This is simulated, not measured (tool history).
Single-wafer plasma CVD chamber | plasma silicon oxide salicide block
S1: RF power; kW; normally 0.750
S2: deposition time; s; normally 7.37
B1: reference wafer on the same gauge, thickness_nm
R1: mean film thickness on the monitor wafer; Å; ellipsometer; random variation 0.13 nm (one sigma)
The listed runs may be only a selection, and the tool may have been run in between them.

| run | hour | S1 | S2 | B1 | R1 |
|---|---|---|---|---|---|
| 1 | 0.0 | 0.845 | 7.37 | 74.294 | 891.98 |
| 2 | 7.5 | 0.750 | 6.83 | 74.328 | 793.42 |
| 3 | 19.9 | 0.750 | 6.83 | 74.274 | 796.28 |
| 4 | 30.6 | 0.750 | 6.83 | 74.349 | 795.18 |
| 5 | 43.8 | 0.750 | 7.37 | 74.325 | 859.85 |
| 6 | 56.8 | 0.750 | 7.37 | 74.285 | 860.54 |
| 7 | 65.6 | 0.825 | 7.82 | 74.262 | 937.17 |
|  | 101.1 | gauge calibrated |
| 8 | 102.7 | 0.750 | 7.37 | 74.329 | 862.24 |
| 9 | 118.0 | 0.750 | 7.37 | 74.333 | 859.90 |
| 10 | 131.5 | 0.750 | 7.37 | 74.283 | 858.83 |
| 11 | 147.0 | 0.750 | 7.37 | 74.381 | 861.64 |
| 12 | 165.0 | 0.620 | 7.82 | 74.328 | 863.80 |
| 13 | 178.5 | 0.705 | 8.70 | 74.306 | 996.32 |
| 14 | 188.5 | 0.750 | 7.37 | 74.265 | 860.65 |
|  | 204.5 | RF generator calibrated |
|  | 206.4 | showerhead replaced |
| 15 | 206.9 | 0.830 | 6.72 | 74.381 | 807.39 |
| 16 | 218.9 | 0.845 | 6.33 | 74.299 | 763.43 |
| 17 | 232.6 | 0.700 | 6.08 | 74.316 | 695.37 |
| 18 | 243.6 | 0.795 | 8.78 | 74.314 | 1039.33 |
| 19 | 253.9 | 0.750 | 7.87 | 74.261 | 917.01 |
| 20 | 269.4 | 0.645 | 7.37 | 74.370 | 823.05 |
| 21 | 282.5 | 0.750 | 7.37 | 74.239 | 858.28 |
| 22 | 289.4 | 0.620 | 8.70 | 74.374 | 963.00 |

Forecast run 23:
| 23 | 296.8 | 0.665 | 7.93 | ? | ? |

{"run 23": {"B1": 74.296, "R1": 894.33}}
The same run, on a tool lacking any hidden state, would have yielded R1 894.33 Å.
